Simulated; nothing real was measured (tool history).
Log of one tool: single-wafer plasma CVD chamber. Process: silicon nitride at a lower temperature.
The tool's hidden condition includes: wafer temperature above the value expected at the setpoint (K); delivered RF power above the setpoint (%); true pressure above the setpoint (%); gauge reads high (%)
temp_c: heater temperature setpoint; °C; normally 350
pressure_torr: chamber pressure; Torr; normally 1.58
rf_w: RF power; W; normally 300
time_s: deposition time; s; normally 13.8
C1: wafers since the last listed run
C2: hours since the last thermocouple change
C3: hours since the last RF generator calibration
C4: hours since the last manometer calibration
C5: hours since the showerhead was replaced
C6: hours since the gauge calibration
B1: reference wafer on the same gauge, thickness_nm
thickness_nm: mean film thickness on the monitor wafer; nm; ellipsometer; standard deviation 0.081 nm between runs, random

run 1 hour=0.0 | temp_c=350 pressure_torr=1.42 rf_w=320 time_s=13.8 | C1=0 C2=1516.3 C3=1229.4 C4=1437.5 C5=4039.2 C6=129.2 | B1=16.910 | thickness_nm=17.385
run 2 hour=18.0 | temp_c=350 pressure_torr=1.42 rf_w=320 time_s=13.8 | C1=513 C2=1534.3 C3=1247.4 C4=1455.5 C5=4057.2 C6=147.2 | B1=16.906 | thickness_nm=17.495
run 3 hour=32.5 | temp_c=350 pressure_torr=1.58 rf_w=270 time_s=13.8 | C1=413 C2=1548.8 C3=1261.9 C4=1470.0 C5=4071.7 C6=161.7 | B1=16.910 | thickness_nm=15.237
run 4 hour=47.0 | temp_c=350 pressure_torr=1.58 rf_w=300 time_s=13.8 | C1=413 C2=1563.3 C3=1276.4 C4=1484.5 C5=4086.2 C6=176.2 | B1=16.895 | thickness_nm=16.975
run 5 hour=76.1 | temp_c=350 pressure_torr=1.58 rf_w=300 time_s=13.8 | C1=830 C2=1592.4 C3=1305.5 C4=1513.6 C5=4115.3 C6=205.3 | B1=16.890 | thickness_nm=17.037
run 6 hour=91.0 | temp_c=350 pressure_torr=1.80 rf_w=300 time_s=14.7 | C1=425 C2=1607.3 C3=1320.4 C4=1528.5 C5=4130.2 C6=220.2 | B1=16.901 | thickness_nm=18.620
run 7 hour=113.8 | temp_c=350 pressure_torr=1.80 rf_w=300 time_s=14.7 | C1=650 C2=1630.1 C3=1343.2 C4=1551.3 C5=4153.0 C6=243.0 | B1=16.901 | thickness_nm=18.589
run 8 hour=131.6 | temp_c=350 pressure_torr=1.80 rf_w=300 time_s=14.7 | C1=507 C2=1647.9 C3=1361.0 C4=1569.1 C5=4170.8 C6=260.8 | B1=16.890 | thickness_nm=18.603
run 9 hour=148.1 | temp_c=350 pressure_torr=1.58 rf_w=300 time_s=13.8 | C1=470 C2=1664.4 C3=1377.5 C4=1585.6 C5=4187.3 C6=277.3 | B1=16.900 | thickness_nm=16.958
run 10 hour=180.1 | temp_c=350 pressure_torr=1.58 rf_w=300 time_s=13.8 | C1=912 C2=1696.4 C3=1409.5 C4=1617.6 C5=4219.3 C6=309.3 | B1=16.889 | thickness_nm=16.857
run 11 hour=208.6 | temp_c=350 pressure_torr=1.58 rf_w=300 time_s=13.8 | C1=813 C2=1724.9 C3=1438.0 C4=1646.1 C5=4247.8 C6=337.8 | B1=16.904 | thickness_nm=16.784
run 12 hour=223.2 | temp_c=350 pressure_torr=1.58 rf_w=300 time_s=13.8 | C1=416 C2=1739.5 C3=1452.6 C4=1660.7 C5=4262.4 C6=352.4 | B1=16.903 | thickness_nm=16.977
run 13 hour=254.7 | temp_c=350 pressure_torr=1.58 rf_w=300 time_s=13.8 | C1=898 C2=1771.0 C3=1484.1 C4=1692.2 C5=4293.9 C6=383.9 | B1=16.915 | thickness_nm=16.826
run 14 hour=287.7 | temp_c=350 pressure_torr=1.58 rf_w=300 time_s=13.8 | C1=941 C2=1804.0 C3=1517.1 C4=1725.2 C5=4326.9 C6=416.9 | B1=16.906 | thickness_nm=16.774
run 15 hour=311.3 | temp_c=361 pressure_torr=1.58 rf_w=300 time_s=13.8 | C1=673 C2=1827.6 C3=1540.7 C4=1748.8 C5=4350.5 C6=440.5 | B1=16.880 | thickness_nm=16.587
-- hour=330.3 capacitance manometer re-zeroed and calibrated
run 16 hour=338.6 | temp_c=350 pressure_torr=1.41 rf_w=275 time_s=13.8 | C1=550 C2=1854.9 C3=1568.0 C4=8.3 C5=4377.8 C6=467.8 | B1=16.884 | thickness_nm=14.653
-- hour=415.0 showerhead replaced
run 17 hour=420.6 | temp_c=360 pressure_torr=1.58 rf_w=325 time_s=15.6 | C1=2110 C2=1936.9 C3=1650.0 C4=90.3 C5=5.6 C6=549.8 | B1=16.885 | thickness_nm=20.409
-- hour=450.6 thermocouple changed; heater temperature recalibrated
-- hour=451.3 RF generator calibrated
run 18 hour=451.8 | temp_c=354 pressure_torr=1.81 rf_w=280 time_s=11.2 | C1=644 C2=1.2 C3=0.5 C4=121.5 C5=36.8 C6=581.0 | B1=16.890 | thickness_nm=13.778
run 19 hour=467.9 | temp_c=350 pressure_torr=1.58 rf_w=300 time_s=13.8 | C1=459 C2=17.3 C3=16.6 C4=137.6 C5=52.9 C6=597.1 | B1=16.881 | thickness_nm=17.456
run 20 hour=502.8 | temp_c=350 pressure_torr=1.58 rf_w=300 time_s=13.8 | C1=995 C2=52.2 C3=51.5 C4=172.5 C5=87.8 C6=632.0 | B1=16.914 | thickness_nm=17.423
-- hour=512.9 gauge calibrated
run 21 hour=601.8 | temp_c=360 pressure_torr=1.58 rf_w=325 time_s=15.6 | C1=2824 C2=151.2 C3=150.5 C4=271.5 C5=186.8 C6=88.9 | B1=16.906 | thickness_nm=21.090
run 22 hour=635.8 | temp_c=338 pressure_torr=1.96 rf_w=300 time_s=15.8 | C1=969 C2=185.2 C3=184.5 C4=305.5 C5=220.8 C6=122.9 | B1=16.885 | thickness_nm=21.307
run 23 hour=648.8 | temp_c=336 pressure_torr=1.58 rf_w=300 time_s=13.8 | C1=370 C2=198.2 C3=197.5 C4=318.5 C5=233.8 C6=135.9 | B1=16.898 | thickness_nm=17.578
run 24 hour=674.2 | temp_c=357 pressure_torr=1.94 rf_w=355 time_s=11.9 | C1=724 C2=223.6 C3=222.9 C4=343.9 C5=259.2 C6=161.3 | B1=16.883 | thickness_nm=18.478
run 25 hour=729.7 | temp_c=342 pressure_torr=1.58 rf_w=335 time_s=13.8 | C1=1583 C2=279.1 C3=278.4 C4=399.4 C5=314.7 C6=216.8 | B1=16.896 | thickness_nm=19.414
run 26 hour=744.6 | temp_c=339 pressure_torr=1.58 rf_w=300 time_s=13.8 | C1=425 C2=294.0 C3=293.3 C4=414.3 C5=329.6 C6=231.7 | B1=16.894 | thickness_nm=17.454
run 27 hour=764.6 | temp_c=350 pressure_torr=1.73 rf_w=345 time_s=11.3 | C1=570 C2=314.0 C3=313.3 C4=434.3 C5=349.6 C6=251.7 | B1=16.909 | thickness_nm=16.680
run 28 hour=777.9 | temp_c=350 pressure_torr=1.58 rf_w=300 time_s=13.8 | C1=379 C2=327.3 C3=326.6 C4=447.6 C5=362.9 C6=265.0 | B1=16.871 | thickness_nm=17.292
run 29 hour=793.0 | temp_c=354 pressure_torr=1.23 rf_w=300 time_s=13.8 | C1=430 C2=342.4 C3=341.7 C4=462.7 C5=378.0 C6=280.1 | B1=16.895 | thickness_nm=16.028
run 30 hour=822.6 | temp_c=350 pressure_torr=1.58 rf_w=300 time_s=13.8 | C1=844 C2=372.0 C3=371.3 C4=492.3 C5=407.6 C6=309.7 | B1=16.908 | thickness_nm=17.240

How the hidden state differs across the entries between the runs, from the last listed run before each to the first after it:
Runs 15 to 16: capacitance manometer re-zeroed and calibrated (hour 330.3)
  delivered RF power above the setpoint (%): -4.37 -> -4.44
  difference, measured minus the result without the unlogged condition, thickness_nm: -0.752 -> -0.701 nm
Runs 16 to 17: showerhead replaced (hour 415.0)
  delivered RF power above the setpoint (%): -4.44 -> -4.67
  difference, measured minus the result without the unlogged condition, thickness_nm: -0.701 -> -0.955 nm
Runs 17 to 18: thermocouple changed; heater temperature recalibrated (hour 450.6); RF generator calibrated (hour 451.3)
  delivered RF power above the setpoint (%): -4.67 -> -0.196
  difference, measured minus the result without the unlogged condition, thickness_nm: -0.955 -> -0.027 nm
Runs 20 to 21: gauge calibrated (hour 512.9)
  delivered RF power above the setpoint (%): -0.337 -> -0.61
  difference, measured minus the result without the unlogged condition, thickness_nm: -0.058 -> -0.119 nm
